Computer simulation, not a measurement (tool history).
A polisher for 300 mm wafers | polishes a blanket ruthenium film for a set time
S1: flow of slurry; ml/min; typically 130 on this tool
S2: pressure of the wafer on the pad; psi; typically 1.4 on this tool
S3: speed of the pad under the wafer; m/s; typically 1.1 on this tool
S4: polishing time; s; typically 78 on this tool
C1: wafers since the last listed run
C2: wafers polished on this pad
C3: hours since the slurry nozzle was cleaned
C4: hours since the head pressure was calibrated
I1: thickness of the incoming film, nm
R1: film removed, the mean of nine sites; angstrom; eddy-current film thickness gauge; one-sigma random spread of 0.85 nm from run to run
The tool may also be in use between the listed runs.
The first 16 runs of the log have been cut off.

run	day	S1	S2	S3	S4	C1	C2	C3	C4	I1	R1
17	40.767	130	1.4	1.1	78	222	281	334.5	207.1	439.5	685
18	42.079	100	1	0.88	91	273	554	366	238.6	434.4	433
19	43.833	130	1.4	1.1	78	365	919	408.1	280.7	433.1	662
20	44.896	145	0.9	1	90	221	1140	433.6	306.2	437.4	448
21	46.008	130	1.7	1.1	93	231	1372	460.3	332.9	439	940
22	47.238	130	1.4	1.36	78	255	1628	489.8	362.4	435.3	784
23	48.5	130	1.6	1.1	78	262	1891	520.1	392.7	444.7	730
24	51.138	95	1.8	1.1	78	549	2440	583.4	456	435.7	773
# day 53.412: worn pad replaced by a new one
25	54.029	130	1.4	1.1	78	567	128	652.8	525.4	440.9	672
26	56.029	130	1.4	1.1	78	416	544	700.8	573.4	439.8	638
27	58.058	160	1.2	1.1	78	422	967	749.5	622.1	438.6	571
# day 58.504: slurry nozzle cleaned
28	60.646	160	1.4	1.1	85	530	1497	51.4	684.2	440.1	717
29	66.008	130	1.4	1.32	78	1116	2614	180.1	812.9	446.5	729
30	67.558	130	1.4	1.1	93	322	2936	217.3	850.1	439.4	740
# day 68.412: worn pad replaced by a new one
31	70.446	105	1.7	1.1	71	566	423	286.6	919.4	434.7	686

What will run 32 give?
32	73.383	165	1.4	1.1	78	611	1034	357.1	989.9	438	?

Run 32 yielded R1 672 angstrom.
With no hidden state in the tool, this same run would have given R1 751 angstrom.

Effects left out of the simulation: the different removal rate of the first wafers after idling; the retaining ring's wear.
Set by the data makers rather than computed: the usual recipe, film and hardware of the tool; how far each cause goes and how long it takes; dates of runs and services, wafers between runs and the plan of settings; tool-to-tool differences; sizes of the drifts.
